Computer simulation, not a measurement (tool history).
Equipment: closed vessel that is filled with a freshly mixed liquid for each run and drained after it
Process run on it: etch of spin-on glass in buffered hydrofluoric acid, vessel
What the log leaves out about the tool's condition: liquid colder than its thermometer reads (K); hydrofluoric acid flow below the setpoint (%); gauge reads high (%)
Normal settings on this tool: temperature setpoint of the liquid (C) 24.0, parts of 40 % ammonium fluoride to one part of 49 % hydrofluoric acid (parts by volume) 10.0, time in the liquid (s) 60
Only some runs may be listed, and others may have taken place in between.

run    hour  temperature setpoint of the liquid (C)  parts of 40 % ammonium fluoride to one part of 49 % hydrofluoric acid (parts by volume)  time in the liquid (s)  wafers since the last listed run  hours since the thermometer was replaced  hours since the hydrofluoric acid flow meter was replaced  hours since the gauge calibration  read-back film thickness of the spin-on glass reference wafer, read on the same gauge (nm)  thickness taken off the spin-on glass on a monitor wafer (angstrom)
  1     0.0                                    24.0                                                                                     10.0                      60                                 0                                     465.2                                                       41.5                             1543.0                                                                                       38.62                                                               1431.7
  2    45.0                                    24.0                                                                                     10.0                      60                              5993                                     510.2                                                       86.5                             1588.0                                                                                       38.56                                                               1432.3
       75.7  -- thermometer replaced
  3    92.0                                    24.0                                                                                     10.0                      60                              6126                                      16.3                                                      133.5                             1635.0                                                                                       38.57                                                               1418.6
  4   122.6                                    27.0                                                                                     10.0                      60                              4075                                      46.9                                                      164.1                             1665.6                                                                                       38.54                                                               1693.3
  5   160.5                                    27.0                                                                                     10.0                      60                              5048                                      84.8                                                      202.0                             1703.5                                                                                       38.53                                                               1655.0
  6   184.6                                    24.0                                                                                     10.0                      60                              3210                                     108.9                                                      226.1                             1727.6                                                                                       38.53                                                               1426.7
  7   243.9                                    24.0                                                                                     10.0                      60                              7898                                     168.2                                                      285.4                             1786.9                                                                                       38.52                                                               1433.4
  8   311.2                                    24.0                                                                                     10.0                      60                              8964                                     235.5                                                      352.7                             1854.2                                                                                       38.51                                                               1423.3
  9   465.7                                    24.0                                                                                     10.0                      60                             20578                                     390.0                                                      507.2                             2008.7                                                                                       38.48                                                               1418.4
 10   520.4                                    24.0                                                                                      9.0                      60                              7285                                     444.7                                                      561.9                             2063.4                                                                                       38.46                                                               1508.1
 11   683.0                                    24.0                                                                                      9.0                      60                             21657                                     607.3                                                      724.5                             2226.0                                                                                       38.44                                                               1512.2
 12   709.7                                    21.0                                                                                      8.5                      75                              3556                                     634.0                                                      751.2                             2252.7                                                                                       38.46                                                               1695.5
      726.4  -- hydrofluoric acid flow meter replaced
      743.2  -- thermometer replaced
 13   747.6                                    27.5                                                                                      7.0                      75                              4781                                       4.4                                                       21.2                             2290.6                                                                                       38.44                                                               3000.1
 14   889.8                                    26.5                                                                                     14.0                      95                             18940                                     146.6                                                      163.4                             2432.8                                                                                       38.42                                                               1864.9
 15   933.0                                    24.0                                                                                     10.0                      60                              5754                                     189.8                                                      206.6                             2476.0                                                                                       38.41                                                               1417.3
      966.7  -- gauge calibrated
 16   967.4                                    24.0                                                                                     11.5                      45                              4581                                     224.2                                                      241.0                                0.7                                                                                       40.11                                                                978.2
 17   999.4                                    29.0                                                                                      7.5                      90                              4262                                     256.2                                                      273.0                               32.7                                                                                       40.04                                                               3725.7
 18  1180.3                                    28.5                                                                                     10.0                      45                             24095                                     437.1                                                      453.9                              213.6                                                                                       39.64                                                               1412.1
 19  1212.4                                    24.0                                                                                     10.0                      60                              4275                                     469.2                                                      486.0                              245.7                                                                                       39.62                                                               1467.4
 20  1250.2                                    21.5                                                                                     10.0                      60                              5034                                     507.0                                                      523.8                              283.5                                                                                       39.54                                                               1272.5
 21  1278.8                                    21.0                                                                                     10.0                      60                              3809                                     535.6                                                      552.4                              312.1                                                                                       39.49                                                               1236.5
 22  1308.2                                    22.5                                                                                     13.5                      85                              3915                                     565.0                                                      581.8                              341.5                                                                                       39.44                                                               1407.3
     1354.8  -- thermometer replaced
 23  1372.1                                    24.0                                                                                     10.0                      45                              8377                                      17.3                                                      645.7                              405.4                                                                                       39.33                                                               1092.2
 24  1430.5                                    28.5                                                                                      8.0                      60                              7778                                      75.7                                                      704.1                              463.8                                                                                       39.26                                                               2240.3
 25  1467.2                                    26.5                                                                                     13.0                      60                              4888                                     112.4                                                      740.8                              500.5                                                                                       39.23                                                               1264.8
     1560.9  -- hydrofluoric acid flow meter replaced
 26  1632.9                                    24.0                                                                                      8.5                      45                             21937                                     278.1                                                       72.0                              666.2                                                                                       39.03                                                               1226.1
 27  1687.7                                    24.0                                                                                     10.0                      60                              7299                                     332.9                                                      126.8                              721.0                                                                                       38.98                                                               1427.8
 28  1757.8                                    28.5                                                                                     10.0                      45                              9337                                     403.0                                                      196.9                              791.1                                                                                       38.91                                                               1367.2
 29  1784.9                                    22.0                                                                                      8.5                      60                              3609                                     430.1                                                      224.0                              818.2                                                                                       38.88                                                               1466.0
 30  1816.9                                    24.0                                                                                     10.0                      75                              4262                                     462.1                                                      256.0                              850.2                                                                                       38.85                                                               1781.1
 31  1848.6                                    25.5                                                                                     12.5                      60                              4222                                     493.8                                                      287.7                              881.9                                                                                       38.83                                                               1256.1
 32  1892.3                                    24.0                                                                                      7.0                      75                              5820                                     537.5                                                      331.4                              925.6                                                                                       38.81                                                               2473.3

Here are 5 independent what-if runs from the current tool condition. What would each one return?
  A  1893.0                                    24.0                                                                                     10.0                      60                                93                                     538.2                                                      332.1                              926.3                                                                                           ?                                                                    ?
  B  1893.0                                    24.0                                                                                      6.5                      85                                93                                     538.2                                                      332.1                              926.3                                                                                           ?                                                                    ?
  C  1893.0                                    25.5                                                                                     11.0                      75                                93                                     538.2                                                      332.1                              926.3                                                                                           ?                                                                    ?
  D  1893.0                                    24.0                                                                                      8.5                      60                                93                                     538.2                                                      332.1                              926.3                                                                                           ?                                                                    ?
  E  1893.0                                    25.5                                                                                     13.0                      75                                93                                     538.2                                                      332.1                              926.3                                                                                           ?                                                                    ?

run  read-back film thickness of the spin-on glass reference wafer, read on the same gauge (nm)  thickness taken off the spin-on glass on a monitor wafer (angstrom)
  A                                                                                       38.78                                                               1432.7
  B                                                                                       38.78                                                               3035.7
  C                                                                                       38.78                                                               1770.6
  D                                                                                       38.78                                                               1628.9
  E                                                                                       38.78                                                               1504.0
Without the tool's hidden state the same runs would have given:
run  thickness taken off the spin-on glass on a monitor wafer (angstrom)
  A                                                               1477.4
  B                                                               3130.3
  C                                                               1825.8
  D                                                               1679.6
  E                                                               1550.9
